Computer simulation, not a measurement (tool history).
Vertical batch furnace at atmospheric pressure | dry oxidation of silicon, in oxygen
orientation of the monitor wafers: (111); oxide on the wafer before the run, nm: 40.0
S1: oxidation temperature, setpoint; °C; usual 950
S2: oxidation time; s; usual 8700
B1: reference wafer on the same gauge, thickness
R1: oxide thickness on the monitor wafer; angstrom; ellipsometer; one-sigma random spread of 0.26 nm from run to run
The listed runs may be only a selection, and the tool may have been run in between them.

run 1 hour=0.0 | S1=931 S2=8700 | B1=91.56 | R1=931.7
run 2 hour=40.7 | S1=950 S2=8700 | B1=91.68 | R1=1042.7
run 3 hour=114.9 | S1=950 S2=8700 | B1=91.55 | R1=1034.5
run 4 hour=192.5 | S1=950 S2=8700 | B1=91.71 | R1=1040.5
run 5 hour=235.6 | S1=950 S2=8700 | B1=91.76 | R1=1042.4
run 6 hour=329.3 | S1=950 S2=8700 | B1=91.82 | R1=1036.0
run 7 hour=368.6 | S1=950 S2=8700 | B1=91.69 | R1=1036.9
run 8 hour=405.8 | S1=950 S2=10230 | B1=91.70 | R1=1126.1
run 9 hour=484.7 | S1=950 S2=10230 | B1=91.75 | R1=1125.3
run 10 hour=576.9 | S1=950 S2=11910 | B1=91.77 | R1=1214.8
run 11 hour=672.0 | S1=950 S2=11910 | B1=91.93 | R1=1216.7
run 12 hour=774.3 | S1=962 S2=8700 | B1=91.91 | R1=1113.1
-- hour=829.6 thermocouples replaced and temperature profile calibrated
run 13 hour=862.1 | S1=962 S2=8700 | B1=91.79 | R1=1112.6
run 14 hour=946.3 | S1=962 S2=8700 | B1=91.89 | R1=1110.1
run 15 hour=1042.7 | S1=950 S2=8700 | B1=91.91 | R1=1033.4
run 16 hour=1124.6 | S1=950 S2=8700 | B1=91.86 | R1=1037.7
run 17 hour=1186.9 | S1=950 S2=8700 | B1=91.97 | R1=1042.7
-- hour=1242.1 boat lift adjusted
run 18 hour=1259.7 | S1=959 S2=8700 | B1=91.98 | R1=1095.1
run 19 hour=1336.2 | S1=950 S2=6030 | B1=91.91 | R1=875.3
run 20 hour=1412.3 | S1=950 S2=8700 | B1=91.91 | R1=1044.4

Run 21, settings as shown, results not yet in. Your forecast:
run 21 hour=1513.7 | S1=935 S2=12780 | B1=? | R1=?

Run 21 came out at B1 91.90, R1 1156.6 angstrom.
The same run, on a tool lacking any hidden state, would have yielded R1 1131.8 angstrom.
